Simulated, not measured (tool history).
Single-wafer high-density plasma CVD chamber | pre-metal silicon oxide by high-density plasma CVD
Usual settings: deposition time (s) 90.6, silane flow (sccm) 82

| run | day | deposition time (s) | silane flow (sccm) | read-back reference wafer on the same gauge, thickness_nm | mean film thickness on the monitor wafer (nm) |
|---|---|---|---|---|---|
| 1 | 0.000 | 90.6 | 82 | 663.954 | 683.939 |
|  | 1.283 | gauge calibrated |
| 2 | 3.671 | 90.6 | 82 | 664.046 | 684.896 |
| 3 | 4.629 | 85.0 | 82 | 664.198 | 641.240 |
| 4 | 5.500 | 90.6 | 82 | 664.018 | 685.232 |
| 5 | 6.688 | 100.0 | 82 | 664.002 | 754.981 |
| 6 | 7.233 | 100.0 | 82 | 664.037 | 756.526 |
| 7 | 8.692 | 103.0 | 82 | 664.026 | 779.619 |
| 8 | 9.692 | 103.0 | 82 | 664.066 | 778.587 |
| 9 | 10.546 | 90.6 | 82 | 663.897 | 687.075 |
| 10 | 11.392 | 90.6 | 82 | 663.909 | 683.001 |
| 11 | 12.492 | 90.6 | 82 | 663.827 | 683.985 |
| 12 | 13.017 | 103.8 | 75 | 664.097 | 721.624 |
| 13 | 14.158 | 90.6 | 82 | 663.929 | 683.128 |
| 14 | 14.983 | 90.6 | 82 | 664.365 | 685.909 |
| 15 | 19.192 | 90.6 | 82 | 663.810 | 683.824 |
| 16 | 19.975 | 80.6 | 89 | 663.994 | 656.449 |
| 17 | 21.125 | 80.6 | 89 | 664.106 | 658.256 |
| 18 | 21.754 | 90.6 | 82 | 663.900 | 683.522 |
| 19 | 23.133 | 90.6 | 82 | 663.966 | 684.788 |
| 20 | 24.546 | 103.2 | 70 | 663.928 | 671.334 |
| 21 | 25.592 | 90.6 | 82 | 663.844 | 682.614 |
| 22 | 26.508 | 90.6 | 82 | 664.144 | 682.716 |
| 23 | 27.658 | 90.6 | 82 | 663.855 | 683.175 |
| 24 | 28.988 | 73.0 | 66 | 664.023 | 449.741 |
| 25 | 32.342 | 78.5 | 76 | 663.961 | 551.251 |
| 26 | 33.283 | 96.5 | 98 | 664.111 | 862.303 |
| 27 | 33.808 | 77.0 | 82 | 663.906 | 580.033 |
| 28 | 34.350 | 90.6 | 97 | 663.942 | 801.411 |
| 29 | 35.238 | 73.3 | 77 | 664.006 | 520.775 |
|  | 35.829 | gauge calibrated |
| 30 | 36.683 | 74.1 | 82 | 663.950 | 559.241 |
|  | 37.154 | silane flow controller replaced |
| 31 | 37.429 | 79.8 | 95 | 664.166 | 738.129 |
| 32 | 38.838 | 104.3 | 82 | 664.154 | 833.870 |
| 33 | 40.229 | 79.3 | 67 | 664.005 | 526.301 |
| 34 | 41.246 | 105.7 | 92 | 663.933 | 942.274 |
| 35 | 44.458 | 96.8 | 72 | 663.818 | 682.730 |
| 36 | 45.071 | 90.6 | 94 | 663.944 | 819.753 |
| 37 | 49.425 | 72.6 | 94 | 664.175 | 655.632 |
| 38 | 50.100 | 90.6 | 82 | 663.866 | 716.396 |
| 39 | 50.771 | 104.2 | 94 | 663.924 | 943.130 |

The next listed run, before its measurement:
| 40 | 51.512 | 102.4 | 97 | ? | ? |

{"run 40": {"read-back reference wafer on the same gauge, thickness_nm": 663.984, "mean film thickness on the monitor wafer (nm)": 949.091}}
Without the tool's hidden state the same run would have given mean film thickness on the monitor wafer (nm) 956.774.
